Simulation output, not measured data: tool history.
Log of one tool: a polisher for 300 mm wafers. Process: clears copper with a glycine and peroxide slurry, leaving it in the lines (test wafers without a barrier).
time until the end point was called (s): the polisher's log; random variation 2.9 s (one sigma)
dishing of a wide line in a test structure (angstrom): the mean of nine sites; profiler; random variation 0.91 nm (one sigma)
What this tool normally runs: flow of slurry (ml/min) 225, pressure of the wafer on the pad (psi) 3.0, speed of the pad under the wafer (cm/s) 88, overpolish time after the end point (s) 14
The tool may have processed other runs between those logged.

run    hour  flow of slurry (ml/min)  pressure of the wafer on the pad (psi)  speed of the pad under the wafer (cm/s)  overpolish time after the end point (s)  wafers since the last listed run  wafers polished on this pad  hours since the slurry nozzle was cleaned  hours since the head pressure was calibrated  incoming thickness of the incoming film, nm  time until the end point was called (s)  dishing of a wide line in a test structure (angstrom)
  1     0.0                      225                                     3.0                                       76                                       14                                 0                          120                                        1.0                                         817.5                                        669.5                                    174.4                                                    445
  2    90.0                      225                                     3.0                                       76                                       14                               512                          633                                       91.0                                         907.5                                        667.9                                    183.5                                                    429
  3   132.8                      225                                     3.0                                       88                                       14                               243                          876                                      133.8                                         950.3                                        669.6                                    164.1                                                    486
  4   209.2                      225                                     3.0                                       88                                       14                               435                         1312                                      210.2                                        1026.7                                        660.3                                    164.2                                                    480
      225.1  -- head pressure recalibrated
  5   274.8                      225                                     3.0                                       88                                       14                               362                         1674                                      275.8                                          49.7                                        644.8                                    176.4                                                    445
  6   337.5                      225                                     3.0                                       88                                       14                               357                         2031                                      338.5                                         112.4                                        665.6                                    180.1                                                    429
      399.2  -- worn pad replaced by a new one
  7   444.5                      170                                     3.0                                       88                                       10                               586                          257                                      445.5                                         219.4                                        657.5                                    173.0                                                    339
  8   524.5                      170                                     3.0                                       88                                       10                               455                          713                                      525.5                                         299.4                                        653.4                                    176.7                                                    321
  9   630.6                      170                                     3.0                                       88                                       10                               604                         1318                                      631.6                                         405.5                                        666.9                                    183.7                                                    325
 10   672.4                      225                                     3.0                                       88                                       14                               238                         1556                                      673.4                                         447.3                                        663.8                                    179.9                                                    447
      681.9  -- slurry nozzle cleaned
 11   767.9                      175                                     3.0                                       88                                       19                               538                         2095                                       86.0                                         542.8                                        655.5                                    181.7                                                    561
      820.5  -- worn pad replaced by a new one
 12   829.6                      175                                     3.0                                       88                                       19                               328                           51                                      147.7                                         604.5                                        653.8                                    158.8                                                    630
 13  1070.7                      225                                     2.1                                       74                                       21                              1373                         1425                                      388.8                                         845.6                                        667.8                                    259.8                                                    454
     1174.8  -- head pressure recalibrated
 14  1223.9                      225                                     3.0                                       88                                       14                               861                         2287                                      542.0                                          49.1                                        646.4                                    180.5                                                    439
     1257.9  -- worn pad replaced by a new one
 15  1304.1                      225                                     3.0                                       88                                       14                               434                          263                                      622.2                                         129.3                                        650.4                                    162.7                                                    452
     1335.6  -- slurry nozzle cleaned
 16  1347.0                      200                                     3.0                                       88                                       14                               238                          501                                       11.4                                         172.2                                        666.7                                    178.9                                                    436
 17  1408.6                      250                                     3.5                                      116                                       18                               350                          852                                       73.0                                         233.8                                        659.1                                    120.4                                                    742
 18  1475.6                      225                                     2.5                                       88                                        6                               381                         1234                                      140.0                                         300.8                                        663.4                                    206.4                                                    180
 19  1559.7                      290                                     3.0                                       88                                        9                               479                         1713                                      224.1                                         384.9                                        660.3                                    180.9                                                    297
 20  1665.9                      225                                     3.0                                       88                                       14                               605                         2319                                      330.3                                         491.1                                        656.5                                    173.1                                                    426
     1690.3  -- worn pad replaced by a new one
 21  1745.9                      300                                     3.4                                       88                                       21                               433                          316                                      410.3                                         571.1                                        651.7                                    140.6                                                    714
 22  1804.1                      225                                     2.6                                       88                                       14                               331                          648                                      468.5                                         629.3                                        654.4                                    184.8                                                    422
 23  1866.9                      190                                     3.5                                       76                                        9                               357                         1006                                      531.3                                         692.1                                        653.4                                    170.8                                                    317
 24  1917.0                      295                                     3.0                                       88                                       10                               285                         1291                                      581.4                                         742.2                                        660.0                                    168.3                                                    344
 25  1982.6                      225                                     2.5                                      106                                       18                               373                         1665                                      647.0                                         807.8                                        661.8                                    170.6                                                    577

State the hidden condition of the tool at each of the runs:
slurry flow missing at the pad, %: 0, the same for each run
H1: removal rate lost through wear of the pad, %
H2: deviation of the head's pressure from its setpoint, %
run     H1       H2
  1   2.27     6.09
  2   7.34     7.76
  3   8.77     8.62
  4   10.4     10.3
  5   11.3   -0.277
  6   11.7   -0.167
  7   4.99    0.217
  8    8.9    0.665
  9   11.5     1.47
 10   12.1     1.86
 11   12.9     2.88
 12  0.929     3.65
 13   10.4     7.42
 14   11.7   -0.653
 15   4.36   -0.498
 16   6.74   -0.358
 17   9.04  -0.0879
 18   10.6    0.299
 19   11.7    0.922
 20   12.4     1.93
 21   4.45     2.85
 22   7.29      3.6
 23   9.23      4.5
 24   10.2     5.27
 25   11.1     6.37
